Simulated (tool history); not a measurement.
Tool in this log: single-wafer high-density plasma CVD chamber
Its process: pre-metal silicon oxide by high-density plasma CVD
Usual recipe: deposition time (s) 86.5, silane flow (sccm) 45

run	hour	deposition time (s)	silane flow (sccm)	read-back reference wafer on the same gauge, thickness_nm	mean film thickness on the monitor wafer (nm)
1	0.0	86.5	45	420.923	394.401
2	37.0	86.5	45	420.858	393.378
3	47.7	86.5	45	421.065	395.096
4	63.3	86.5	45	420.783	395.794
5	105.8	86.5	45	420.979	394.453
6	132.4	86.5	45	421.043	394.784
# hour 143.9: silane flow controller replaced
7	144.4	86.5	45	421.245	373.915
8	153.3	86.5	47	420.604	390.690
9	168.0	86.5	47	420.970	391.154
10	176.4	86.5	45	421.150	374.270

Run 11 comes next. What will it give?
11	185.6	80.8	38	?	?

Run 11 measured read-back reference wafer on the same gauge, thickness_nm 420.768, mean film thickness on the monitor wafer (nm) 295.066.
Were there no unlogged condition in the tool, this run, its random variation unchanged, would have produced mean film thickness on the monitor wafer (nm) 295.636.

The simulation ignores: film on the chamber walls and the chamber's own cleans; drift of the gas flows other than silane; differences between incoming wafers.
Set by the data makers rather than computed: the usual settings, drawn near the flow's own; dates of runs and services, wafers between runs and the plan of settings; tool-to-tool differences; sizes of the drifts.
